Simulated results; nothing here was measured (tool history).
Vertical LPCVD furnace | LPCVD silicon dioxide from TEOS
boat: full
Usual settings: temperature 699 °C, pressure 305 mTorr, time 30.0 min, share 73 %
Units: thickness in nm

run,hour,temperature,pressure,time,share,wafers since the last listed run,hours since the last temperature calibration,hours since the pressure gauge was zeroed,hours since the TEOS flow controller was replaced,hours since the gauge calibration,"read-back reference wafer on the same gauge, thickness",thickness
1,0.0,699,305,30.0,73,0,2303.2,3449.8,4776.4,306.9,209.49,232.76
2,77.4,699,305,30.0,73,1263,2380.6,3527.2,4853.8,384.3,210.05,233.40
3,127.7,699,305,30.0,73,821,2430.9,3577.5,4904.1,434.6,210.10,233.22
4,169.8,699,305,30.0,73,687,2473.0,3619.6,4946.2,476.7,209.77,233.48
5,218.8,699,275,30.0,73,799,2522.0,3668.6,4995.2,525.7,210.06,223.11
6,511.4,699,275,30.0,73,4776,2814.6,3961.2,5287.8,818.3,209.77,223.69
7,600.1,699,305,30.0,73,1447,2903.3,4049.9,5376.5,907.0,209.91,232.31
8,648.4,699,305,30.0,73,788,2951.6,4098.2,5424.8,955.3,210.07,233.55
9,725.0,699,305,30.0,73,1250,3028.2,4174.8,5501.4,1031.9,209.97,233.78
# hour 768.1: TEOS flow controller replaced
10,796.1,699,305,21.0,73,768,3099.3,4245.9,28.0,1103.0,209.71,162.53
# hour 1045.2: pressure gauge zeroed
11,1119.9,699,305,30.0,73,4893,3423.1,74.7,351.8,1426.8,209.50,229.18
12,1220.3,708,270,30.0,87,1638,3523.5,175.1,452.2,1527.2,209.89,289.96
# hour 1254.0: thermocouples replaced and temperature profile calibrated
13,1273.9,699,305,30.0,73,483,19.9,228.7,505.8,1580.8,209.56,229.71
14,1350.0,699,305,40.0,65,1242,96.0,304.8,581.9,1656.9,209.76,289.66
15,1423.0,699,360,18.0,80,1191,169.0,377.8,654.9,1729.9,210.09,156.98
16,1507.9,699,265,19.5,73,1385,253.9,462.7,739.8,1814.8,209.88,140.30
17,1547.6,699,305,30.0,79,648,293.6,502.4,779.5,1854.5,210.02,238.85
18,1637.0,705,305,30.0,79,1459,383.0,591.8,868.9,1943.9,209.83,276.21
# hour 1665.9: gauge calibrated
19,1710.1,699,305,30.0,73,1193,456.1,664.9,942.0,44.2,209.87,230.58
20,1749.5,688,325,30.0,60,643,495.5,704.3,981.4,83.6,209.76,166.57
21,1789.2,699,305,30.0,86,648,535.2,744.0,1021.1,123.3,210.03,250.69
22,1848.8,699,305,30.0,73,972,594.8,803.6,1080.7,182.9,209.93,231.86
23,1951.6,710,305,30.0,73,1678,697.6,906.4,1183.5,285.7,209.96,298.30
24,1991.2,699,255,30.0,73,646,737.2,946.0,1223.1,325.3,210.37,212.47
25,2039.9,699,305,30.0,73,794,785.9,994.7,1271.8,374.0,210.16,232.81
26,2100.6,687,370,30.0,84,990,846.6,1055.4,1332.5,434.7,210.22,205.38
27,2163.9,692,305,21.5,73,1033,909.9,1118.7,1395.8,498.0,210.13,141.30
28,2223.6,699,305,30.0,83,974,969.6,1178.4,1455.5,557.7,209.91,245.54
29,2328.0,693,305,22.5,73,1704,1074.0,1282.8,1559.9,662.1,210.08,150.93
30,2386.3,710,235,20.0,78,951,1132.3,1341.1,1618.2,720.4,209.84,182.16
31,2475.0,699,305,30.0,73,1447,1221.0,1429.8,1706.9,809.1,209.83,232.93
32,2563.5,699,305,30.0,81,1444,1309.5,1518.3,1795.4,897.6,209.74,243.61

Hidden state at the last listed run before each entry between runs and at the first one after, where it differs:
Between runs 9 and 10: TEOS flow controller replaced (hour 768.1)
  no hidden state differs between the two runs
  measured less the result without the state, thickness: +4.93 -> +3.43 nm
Between runs 10 and 11: pressure gauge zeroed (hour 1045.2)
  true pressure minus gauge reading, mTorr: 13.3 -> 1.61
  measured less the result without the state, thickness: +3.43 -> +0.61 nm
Between runs 12 and 13: thermocouples replaced and temperature profile calibrated (hour 1254.0)
  true pressure minus gauge reading, mTorr: 2.55 -> 3.03
  measured less the result without the state, thickness: +1.36 -> +1.13 nm
Between runs 18 and 19: gauge calibrated (hour 1665.9)
  true pressure minus gauge reading, mTorr: 5.88 -> 6.38
  measured less the result without the state, thickness: +2.63 -> +2.38 nm
